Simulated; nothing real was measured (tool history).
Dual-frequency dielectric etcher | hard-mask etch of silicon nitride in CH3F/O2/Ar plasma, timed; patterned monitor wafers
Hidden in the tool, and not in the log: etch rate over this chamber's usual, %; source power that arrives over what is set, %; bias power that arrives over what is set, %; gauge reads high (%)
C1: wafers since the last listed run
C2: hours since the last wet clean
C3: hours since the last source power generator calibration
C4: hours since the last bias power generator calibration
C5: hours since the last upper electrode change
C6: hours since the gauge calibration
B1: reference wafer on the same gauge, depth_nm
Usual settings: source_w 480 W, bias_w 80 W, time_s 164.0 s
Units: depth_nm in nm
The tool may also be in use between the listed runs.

{"run": 1, "hour": 0.0, "source_w": 480, "bias_w": 80, "time_s": 164.0, "C1": 0, "C2": 325.6, "C3": 3333.2, "C4": 3741.6, "C5": 6638.3, "C6": 16.5, "B1": 141.9, "depth_nm": 139.0}
{"run": 2, "hour": 31.9, "source_w": 480, "bias_w": 80, "time_s": 164.0, "C1": 250, "C2": 357.5, "C3": 3365.1, "C4": 3773.5, "C5": 6670.2, "C6": 48.4, "B1": 142.0, "depth_nm": 138.9}
{"run": 3, "hour": 55.0, "source_w": 480, "bias_w": 80, "time_s": 164.0, "C1": 181, "C2": 380.6, "C3": 3388.2, "C4": 3796.6, "C5": 6693.3, "C6": 71.5, "B1": 142.0, "depth_nm": 138.9}
{"run": 4, "hour": 70.2, "source_w": 480, "bias_w": 80, "time_s": 164.0, "C1": 119, "C2": 395.8, "C3": 3403.4, "C4": 3811.8, "C5": 6708.5, "C6": 86.7, "B1": 141.9, "depth_nm": 139.9}
{"run": 5, "hour": 98.6, "source_w": 480, "bias_w": 80, "time_s": 200.5, "C1": 222, "C2": 424.2, "C3": 3431.8, "C4": 3840.2, "C5": 6736.9, "C6": 115.1, "B1": 142.0, "depth_nm": 170.4}
{"run": 6, "hour": 115.2, "source_w": 480, "bias_w": 71, "time_s": 164.0, "C1": 130, "C2": 440.8, "C3": 3448.4, "C4": 3856.8, "C5": 6753.5, "C6": 131.7, "B1": 142.0, "depth_nm": 135.7}
{"hour": 119.3, "done": "gauge calibrated"}
{"hour": 125.8, "done": "source power generator calibrated"}
{"hour": 155.7, "done": "upper electrode replaced"}
{"run": 7, "hour": 156.2, "source_w": 480, "bias_w": 80, "time_s": 144.0, "C1": 101, "C2": 481.8, "C3": 30.4, "C4": 3897.8, "C5": 0.5, "C6": 36.9, "B1": 141.9, "depth_nm": 122.5}
{"hour": 160.7, "done": "bias power generator calibrated"}
{"run": 8, "hour": 161.2, "source_w": 480, "bias_w": 96, "time_s": 164.0, "C1": 7, "C2": 486.8, "C3": 35.4, "C4": 0.5, "C5": 5.5, "C6": 41.9, "B1": 141.9, "depth_nm": 146.7}
{"run": 9, "hour": 181.7, "source_w": 520, "bias_w": 93, "time_s": 164.0, "C1": 160, "C2": 507.3, "C3": 55.9, "C4": 21.0, "C5": 26.0, "C6": 62.4, "B1": 142.0, "depth_nm": 153.5}
{"hour": 216.6, "done": "wet clean of the chamber"}
{"run": 10, "hour": 217.1, "source_w": 600, "bias_w": 99, "time_s": 131.0, "C1": 89, "C2": 0.5, "C3": 91.3, "C4": 56.4, "C5": 61.4, "C6": 97.8, "B1": 141.9, "depth_nm": 131.0}
{"run": 11, "hour": 217.4, "source_w": 520, "bias_w": 92, "time_s": 143.0, "C1": 2, "C2": 0.8, "C3": 91.6, "C4": 56.7, "C5": 61.7, "C6": 98.1, "B1": 142.0, "depth_nm": 128.6}
{"run": 12, "hour": 242.0, "source_w": 480, "bias_w": 80, "time_s": 164.0, "C1": 193, "C2": 25.4, "C3": 116.2, "C4": 81.3, "C5": 86.3, "C6": 122.7, "B1": 142.0, "depth_nm": 136.7}
{"run": 13, "hour": 258.3, "source_w": 430, "bias_w": 80, "time_s": 204.5, "C1": 127, "C2": 41.7, "C3": 132.5, "C4": 97.6, "C5": 102.6, "C6": 139.0, "B1": 142.1, "depth_nm": 158.9}
{"hour": 260.8, "done": "gauge calibrated"}
{"run": 14, "hour": 275.6, "source_w": 370, "bias_w": 72, "time_s": 126.0, "C1": 135, "C2": 59.0, "C3": 149.8, "C4": 114.9, "C5": 119.9, "C6": 14.8, "B1": 142.0, "depth_nm": 86.0}
{"run": 15, "hour": 306.7, "source_w": 480, "bias_w": 80, "time_s": 204.5, "C1": 244, "C2": 90.1, "C3": 180.9, "C4": 146.0, "C5": 151.0, "C6": 45.9, "B1": 142.0, "depth_nm": 170.6}

Measured less the same run without the tool's hidden state. The same run-to-run variation is in both; the gauge's scatter may not be:
run=1 depth_nm=+2.8
run=2 depth_nm=+3.1
run=3 depth_nm=+3.3
run=4 depth_nm=+3.4
run=5 depth_nm=+4.5
run=6 depth_nm=+3.7
run=7 depth_nm=+3.7
run=8 depth_nm=+4.4
run=9 depth_nm=+4.9
run=10 depth_nm=+0.0
run=11 depth_nm=+0.0
run=12 depth_nm=+0.2
run=13 depth_nm=+0.5
run=14 depth_nm=+0.3
run=15 depth_nm=+1.1
